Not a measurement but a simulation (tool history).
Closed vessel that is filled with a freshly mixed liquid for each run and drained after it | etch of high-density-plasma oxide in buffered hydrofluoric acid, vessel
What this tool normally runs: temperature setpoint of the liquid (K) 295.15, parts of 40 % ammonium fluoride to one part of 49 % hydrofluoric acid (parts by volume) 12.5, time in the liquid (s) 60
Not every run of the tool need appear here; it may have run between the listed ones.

| run | day | temperature setpoint of the liquid (K) | parts of 40 % ammonium fluoride to one part of 49 % hydrofluoric acid (parts by volume) | time in the liquid (s) | wafers since the last listed run | hours since the thermometer was replaced | hours since the hydrofluoric acid flow meter was replaced | hours since the gauge calibration | read-back film thickness of the high-density-plasma oxide reference wafer, read on the same gauge (nm) | thickness taken off the high-density-plasma oxide on a monitor wafer (angstrom) |
|---|---|---|---|---|---|---|---|---|---|---|
| 1 | 0 | 297.65 | 16.5 | 60 | 0 | 145.2 | 499.4 | 1596.6 | 39.96 | 443.2 |
| 2 | 6.792 | 295.15 | 15 | 60 | 15458 | 308.2 | 662.4 | 1759.6 | 39.98 | 424.1 |
| 3 | 8.496 | 295.15 | 15 | 60 | 3878 | 349.1 | 703.3 | 1800.5 | 40.01 | 425.8 |
| 4 | 11.021 | 295.15 | 12.5 | 60 | 5747 | 409.7 | 763.9 | 1861.1 | 39.99 | 515 |
| 5 | 14.008 | 295.15 | 12.5 | 60 | 6799 | 481.4 | 835.6 | 1932.8 | 40.04 | 509.3 |
| 6 | 15.742 | 295.15 | 12.5 | 60 | 3945 | 523 | 877.2 | 1974.4 | 39.99 | 518.4 |
| 7 | 18.15 | 295.15 | 12.5 | 60 | 5481 | 580.8 | 935 | 2032.2 | 40 | 516.7 |
| 8 | 19.712 | 295.15 | 12.5 | 60 | 3556 | 618.3 | 972.5 | 2069.7 | 40.04 | 514 |
| 9 | 21.629 | 295.15 | 12.5 | 60 | 4362 | 664.3 | 1018.5 | 2115.7 | 39.98 | 506.6 |
| 10 | 23.479 | 295.15 | 12.5 | 60 | 4210 | 708.7 | 1062.9 | 2160.1 | 40.02 | 517.2 |
| 11 | 25.725 | 295.15 | 12.5 | 60 | 5111 | 762.6 | 1116.8 | 2214 | 40 | 514 |
| 12 | 27.162 | 291.15 | 12.5 | 90 | 3271 | 797.1 | 1151.3 | 2248.5 | 40.03 | 613.1 |
|  | 28.767 | thermometer replaced |
| 13 | 28.788 | 298.65 | 15.5 | 35 | 3603 | 0.5 | 1190.3 | 2287.5 | 40.01 | 295.9 |
| 14 | 30.812 | 299.65 | 17 | 70 | 4609 | 49.1 | 1238.9 | 2336.1 | 39.99 | 560.7 |
| 15 | 33.383 | 295.15 | 12.5 | 60 | 5851 | 110.8 | 1300.6 | 2397.8 | 40.01 | 515.8 |
| 16 | 35.35 | 296.65 | 15.5 | 30 | 4476 | 158 | 1347.8 | 2445 | 39.97 | 225.8 |
|  | 36.479 | gauge calibrated |
| 17 | 36.892 | 290.15 | 12.5 | 60 | 3509 | 195 | 1384.8 | 9.9 | 40 | 392.7 |
| 18 | 38.633 | 295.15 | 12.5 | 30 | 3964 | 236.8 | 1426.6 | 51.7 | 39.95 | 254.9 |
| 19 | 39.896 | 295.15 | 12.5 | 60 | 2873 | 267.1 | 1456.9 | 82 | 39.99 | 518.9 |
| 20 | 42.388 | 295.15 | 12.5 | 70 | 5671 | 326.9 | 1516.7 | 141.8 | 39.97 | 597 |
|  | 49.296 | hydrofluoric acid flow meter replaced |
| 21 | 50.946 | 295.15 | 16 | 60 | 19384 | 532.3 | 39.6 | 347.2 | 39.96 | 402.5 |
| 22 | 52.775 | 295.15 | 14 | 60 | 4163 | 576.2 | 83.5 | 391.1 | 40.01 | 458.2 |
| 23 | 53.979 | 295.15 | 10.5 | 60 | 2740 | 605.1 | 112.4 | 420 | 39.98 | 611 |
| 24 | 55.996 | 295.15 | 12.5 | 60 | 4590 | 653.5 | 160.8 | 468.4 | 40.02 | 513.9 |
| 25 | 58.538 | 295.15 | 12.5 | 60 | 5785 | 714.5 | 221.8 | 529.4 | 40.03 | 512.7 |
| 26 | 59.804 | 295.15 | 14 | 80 | 2883 | 744.9 | 252.2 | 559.8 | 39.97 | 620.4 |
| 27 | 61.175 | 293.15 | 12.5 | 30 | 3120 | 777.8 | 285.1 | 592.7 | 40.05 | 232.7 |
| 28 | 63.271 | 295.15 | 14.5 | 80 | 4770 | 828.1 | 335.4 | 643 | 40.01 | 582 |
| 29 | 65.058 | 295.15 | 14.5 | 60 | 4068 | 871 | 378.3 | 685.9 | 40.03 | 444.5 |
|  | 65.388 | thermometer replaced |
| 30 | 67.171 | 297.15 | 10 | 95 | 4713 | 42.8 | 429 | 736.6 | 39.99 | 1134.9 |

Hidden state at the last listed run before each entry between runs and at the first one after, where it differs:
From run 12 to run 13: thermometer replaced (day 28.767)
  the hidden state is the same at both runs
From run 16 to run 17: gauge calibrated (day 36.479)
  the hidden state is the same at both runs
From run 20 to run 21: hydrofluoric acid flow meter replaced (day 49.296)
  the hidden state is the same at both runs
From run 29 to run 30: thermometer replaced (day 65.388)
  the hidden state is the same at both runs
